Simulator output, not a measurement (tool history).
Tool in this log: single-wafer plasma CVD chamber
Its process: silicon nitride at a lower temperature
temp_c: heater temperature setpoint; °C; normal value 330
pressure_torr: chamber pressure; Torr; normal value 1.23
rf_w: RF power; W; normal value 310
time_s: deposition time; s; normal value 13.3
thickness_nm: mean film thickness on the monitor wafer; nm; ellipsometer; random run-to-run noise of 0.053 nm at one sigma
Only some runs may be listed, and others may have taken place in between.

| run | hour | temp_c | pressure_torr | rf_w | time_s | wafers since the last listed run | hours since the last thermocouple change | hours since the last RF generator calibration | hours since the last manometer calibration | hours since the showerhead was replaced | hours since the gauge calibration | read-back reference wafer on the same gauge, thickness_nm | thickness_nm |
|---|---|---|---|---|---|---|---|---|---|---|---|---|---|
| 1 | 0.0 | 330 | 1.23 | 310 | 13.3 | 0 | 749.8 | 1980.5 | 1396.4 | 5702.3 | 694.9 | 14.182 | 13.591 |
| 2 | 72.0 | 330 | 1.23 | 310 | 13.3 | 3207 | 821.8 | 2052.5 | 1468.4 | 5774.3 | 766.9 | 14.197 | 13.582 |
| 3 | 123.0 | 330 | 1.23 | 310 | 13.3 | 2271 | 872.8 | 2103.5 | 1519.4 | 5825.3 | 817.9 | 14.207 | 13.536 |
| 4 | 150.7 | 330 | 1.23 | 310 | 13.3 | 1233 | 900.5 | 2131.2 | 1547.1 | 5853.0 | 845.6 | 14.204 | 13.534 |
| 5 | 188.2 | 330 | 1.23 | 310 | 13.3 | 1670 | 938.0 | 2168.7 | 1584.6 | 5890.5 | 883.1 | 14.192 | 13.577 |
| 6 | 212.4 | 330 | 1.32 | 310 | 12.7 | 1078 | 962.2 | 2192.9 | 1608.8 | 5914.7 | 907.3 | 14.200 | 13.130 |
| 7 | 244.2 | 330 | 1.32 | 310 | 12.7 | 1416 | 994.0 | 2224.7 | 1640.6 | 5946.5 | 939.1 | 14.211 | 13.090 |
|  | 350.5 | RF generator calibrated |
|  | 357.9 | gauge calibrated |
|  | 404.5 | thermocouple changed; heater temperature recalibrated |
|  | 429.3 | capacitance manometer re-zeroed and calibrated |
| 8 | 449.6 | 330 | 1.32 | 310 | 12.7 | 8081 | 45.1 | 99.1 | 20.3 | 6151.9 | 91.7 | 14.189 | 14.052 |
| 9 | 490.9 | 330 | 1.23 | 310 | 13.3 | 1839 | 86.4 | 140.4 | 61.6 | 6193.2 | 133.0 | 14.192 | 14.353 |
| 10 | 535.1 | 324 | 0.98 | 310 | 13.3 | 1969 | 130.6 | 184.6 | 105.8 | 6237.4 | 177.2 | 14.183 | 13.697 |
| 11 | 590.4 | 330 | 1.09 | 330 | 11.3 | 2463 | 185.9 | 239.9 | 161.1 | 6292.7 | 232.5 | 14.210 | 12.431 |
|  | 713.1 | showerhead replaced |
| 12 | 780.9 | 318 | 1.23 | 310 | 13.3 | 8130 | 376.4 | 430.4 | 351.6 | 67.8 | 423.0 | 14.198 | 14.216 |
| 13 | 844.7 | 330 | 1.23 | 310 | 13.3 | 2842 | 440.2 | 494.2 | 415.4 | 131.6 | 486.8 | 14.192 | 14.119 |
| 14 | 882.1 | 322 | 1.23 | 280 | 11.9 | 1666 | 477.6 | 531.6 | 452.8 | 169.0 | 524.2 | 14.210 | 11.524 |
| 15 | 962.0 | 330 | 1.23 | 270 | 11.8 | 3559 | 557.5 | 611.5 | 532.7 | 248.9 | 604.1 | 14.197 | 11.073 |
| 16 | 1012.4 | 338 | 1.23 | 265 | 13.3 | 2245 | 607.9 | 661.9 | 583.1 | 299.3 | 654.5 | 14.217 | 12.249 |
| 17 | 1045.7 | 321 | 1.14 | 310 | 13.3 | 1483 | 641.2 | 695.2 | 616.4 | 332.6 | 687.8 | 14.214 | 13.758 |
| 18 | 1082.1 | 330 | 1.07 | 355 | 13.3 | 1621 | 677.6 | 731.6 | 652.8 | 369.0 | 724.2 | 14.199 | 14.975 |

Selected run-to-run steps in thickness_nm, each split into two signed amounts: the part the tool would show with no hidden state at all (from settings, incoming material and random variation), and the remainder, which goes to the hidden state together with any gauge scatter not common to the measured and the hidden-state-free results:
Hidden state at play: wafer temperature above the value expected at the setpoint (K); delivered RF power above the setpoint (%); true pressure above the setpoint (%); gauge reads high (%).
Run 7 -> 8: RF generator calibrated, gauge calibrated, thermocouple changed; heater temperature recalibrated, capacitance manometer re-zeroed and calibrated. thickness_nm +0.962 nm: hidden state +0.824, all else +0.138.
Run 13 -> 14: temp_c 330 -> 322, rf_w 310 -> 280, time_s 13.3 -> 11.9. thickness_nm -2.595 nm: hidden state +0.056, all else -2.651.
